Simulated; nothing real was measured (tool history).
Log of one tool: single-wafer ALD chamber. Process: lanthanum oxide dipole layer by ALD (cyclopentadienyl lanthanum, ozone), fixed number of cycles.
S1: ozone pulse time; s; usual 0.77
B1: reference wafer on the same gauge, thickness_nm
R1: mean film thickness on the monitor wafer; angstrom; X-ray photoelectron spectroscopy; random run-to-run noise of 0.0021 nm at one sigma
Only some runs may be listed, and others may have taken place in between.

run	hour	S1	B1	R1
1	0.0	0.94	0.515	4.98
2	15.2	0.94	0.515	5.00
3	23.0	0.94	0.515	4.96
4	31.4	0.89	0.515	4.89
5	43.8	0.89	0.515	4.89
# hour 63.0: ozone generator serviced
6	63.5	0.89	0.515	4.89
7	67.7	0.97	0.515	5.10
# hour 83.9: thermocouple changed; heater temperature recalibrated
8	84.4	0.51	0.515	3.73
# hour 84.8: gauge calibrated
9	89.3	0.96	0.515	5.08
10	96.8	1.03	0.515	5.14
# hour 119.2: showerhead replaced
11	119.7	0.90	0.515	4.91
12	129.4	1.06	0.515	5.19
13	145.2	0.77	0.515	4.62
14	152.8	0.60	0.515	4.08
15	160.4	1.07	0.515	5.17

Run-by-run hidden state of the tool:
wafer temperature above the value expected at the setpoint (K): 0 at every run
ozone dose above that of a generator just serviced (%): 0 at every run
gauge reads high (%): 0 at every run
